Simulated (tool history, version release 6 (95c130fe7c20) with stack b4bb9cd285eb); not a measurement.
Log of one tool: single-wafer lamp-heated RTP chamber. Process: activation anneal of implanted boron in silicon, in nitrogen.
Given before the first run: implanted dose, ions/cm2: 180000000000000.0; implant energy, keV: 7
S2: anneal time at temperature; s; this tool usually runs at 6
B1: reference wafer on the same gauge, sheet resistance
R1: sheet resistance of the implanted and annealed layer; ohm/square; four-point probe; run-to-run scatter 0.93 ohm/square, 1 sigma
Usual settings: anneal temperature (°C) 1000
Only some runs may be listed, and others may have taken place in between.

{"run": 1, "day": 0.0, "anneal temperature (°C)": 1000, "S2": 3, "B1": 735.99, "R1": 616.67}
{"run": 2, "day": 0.946, "anneal temperature (°C)": 1000, "S2": 3, "B1": 736.21, "R1": 620.57}
{"day": 2.175, "done": "reflector plate cleaned"}
{"run": 3, "day": 2.312, "anneal temperature (°C)": 1000, "S2": 6, "B1": 736.03, "R1": 615.24}
{"run": 4, "day": 3.562, "anneal temperature (°C)": 1000, "S2": 6, "B1": 735.8, "R1": 616.34}
{"run": 5, "day": 4.875, "anneal temperature (°C)": 1000, "S2": 6, "B1": 735.94, "R1": 615.95}
{"day": 5.296, "done": "pyrometer window cleaned and pyrometer calibrated"}
{"run": 6, "day": 5.425, "anneal temperature (°C)": 1000, "S2": 8, "B1": 736.19, "R1": 617.88}
{"run": 7, "day": 5.975, "anneal temperature (°C)": 1000, "S2": 8, "B1": 736.22, "R1": 615.86}
{"run": 8, "day": 7.012, "anneal temperature (°C)": 1000, "S2": 8, "B1": 735.74, "R1": 616.32}
{"run": 9, "day": 7.825, "anneal temperature (°C)": 1015, "S2": 6, "B1": 735.82, "R1": 612.97}
{"run": 10, "day": 8.675, "anneal temperature (°C)": 987, "S2": 7, "B1": 736.04, "R1": 618.73}
{"run": 11, "day": 9.429, "anneal temperature (°C)": 987, "S2": 7, "B1": 736.13, "R1": 619.56}
{"run": 12, "day": 10.238, "anneal temperature (°C)": 987, "S2": 7, "B1": 735.87, "R1": 619.53}
{"run": 13, "day": 11.25, "anneal temperature (°C)": 1000, "S2": 6, "B1": 735.89, "R1": 614.82}
{"run": 14, "day": 12.658, "anneal temperature (°C)": 1000, "S2": 6, "B1": 735.72, "R1": 615.6}
{"run": 15, "day": 13.408, "anneal temperature (°C)": 1000, "S2": 6, "B1": 735.99, "R1": 615.57}
{"day": 14.758, "done": "reflector plate cleaned"}
{"run": 16, "day": 14.85, "anneal temperature (°C)": 1000, "S2": 6, "B1": 736.18, "R1": 615.35}
{"day": 15.75, "done": "pyrometer window cleaned and pyrometer calibrated"}
{"run": 17, "day": 15.875, "anneal temperature (°C)": 978, "S2": 6, "B1": 736.03, "R1": 627.61}
{"run": 18, "day": 16.612, "anneal temperature (°C)": 1000, "S2": 7, "B1": 735.91, "R1": 616.79}
{"day": 17.3, "done": "gauge calibrated"}
{"run": 19, "day": 17.725, "anneal temperature (°C)": 1025, "S2": 4, "B1": 736.2, "R1": 613.82}
{"run": 20, "day": 18.408, "anneal temperature (°C)": 1022, "S2": 5, "B1": 735.99, "R1": 612.88}
{"run": 21, "day": 19.058, "anneal temperature (°C)": 1000, "S2": 7, "B1": 735.85, "R1": 616.62}
{"run": 22, "day": 20.262, "anneal temperature (°C)": 1026, "S2": 8, "B1": 735.88, "R1": 611.66}
{"run": 23, "day": 20.829, "anneal temperature (°C)": 1025, "S2": 8, "B1": 735.88, "R1": 612.25}
{"run": 24, "day": 23.146, "anneal temperature (°C)": 1000, "S2": 9, "B1": 736.22, "R1": 613.45}
{"run": 25, "day": 24.575, "anneal temperature (°C)": 991, "S2": 4, "B1": 735.91, "R1": 619.01}
{"run": 26, "day": 25.979, "anneal temperature (°C)": 1011, "S2": 8, "B1": 736.14, "R1": 612.03}
{"day": 26.942, "done": "pyrometer window cleaned and pyrometer calibrated"}
{"run": 27, "day": 26.962, "anneal temperature (°C)": 1000, "S2": 6, "B1": 736.13, "R1": 617.24}
{"day": 28.3, "done": "reflector plate cleaned"}
{"run": 28, "day": 28.321, "anneal temperature (°C)": 988, "S2": 6, "B1": 735.78, "R1": 622.35}
{"run": 29, "day": 28.858, "anneal temperature (°C)": 1013, "S2": 8, "B1": 736.0, "R1": 612.87}
{"run": 30, "day": 30.046, "anneal temperature (°C)": 1000, "S2": 6, "B1": 735.8, "R1": 615.67}
{"run": 31, "day": 30.854, "anneal temperature (°C)": 978, "S2": 3, "B1": 736.2, "R1": 626.17}
{"run": 32, "day": 31.779, "anneal temperature (°C)": 1019, "S2": 9, "B1": 735.81, "R1": 611.67}
{"run": 33, "day": 32.625, "anneal temperature (°C)": 1027, "S2": 6, "B1": 736.05, "R1": 613.4}
{"run": 34, "day": 33.554, "anneal temperature (°C)": 980, "S2": 3, "B1": 736.06, "R1": 623.14}
{"run": 35, "day": 34.212, "anneal temperature (°C)": 987, "S2": 7, "B1": 736.13, "R1": 618.4}
{"run": 36, "day": 35.45, "anneal temperature (°C)": 1015, "S2": 6, "B1": 736.38, "R1": 614.23}

Per-run results on a tool with no hidden state, each run keeping its own random variation:
What the log doesn't record here: true wafer temperature minus pyrometer reading, K; wafer temperature error from the tarnished reflector plate, K; gauge reads high (%).
run=1 R1=619.41
run=2 R1=623.53
run=3 R1=618.14
run=4 R1=619.37
run=5 R1=619.07
run=6 R1=618.29
run=7 R1=616.74
run=8 R1=617.87
run=9 R1=614.12
run=10 R1=622.22
run=11 R1=623.38
run=12 R1=623.63
run=13 R1=617.77
run=14 R1=618.72
run=15 R1=618.76
run=16 R1=618.63
run=17 R1=628.93
run=18 R1=617.95
run=19 R1=614.54
run=20 R1=613.81
run=21 R1=618.98
run=22 R1=612.58
run=23 R1=613.25
run=24 R1=616.38
run=25 R1=623.75
run=26 R1=614.11
run=27 R1=617.47
run=28 R1=624.33
run=29 R1=613.84
run=30 R1=617.87
run=31 R1=632.11
run=32 R1=612.84
run=33 R1=614.31
run=34 R1=629.63
run=35 R1=622.91
run=36 R1=615.97

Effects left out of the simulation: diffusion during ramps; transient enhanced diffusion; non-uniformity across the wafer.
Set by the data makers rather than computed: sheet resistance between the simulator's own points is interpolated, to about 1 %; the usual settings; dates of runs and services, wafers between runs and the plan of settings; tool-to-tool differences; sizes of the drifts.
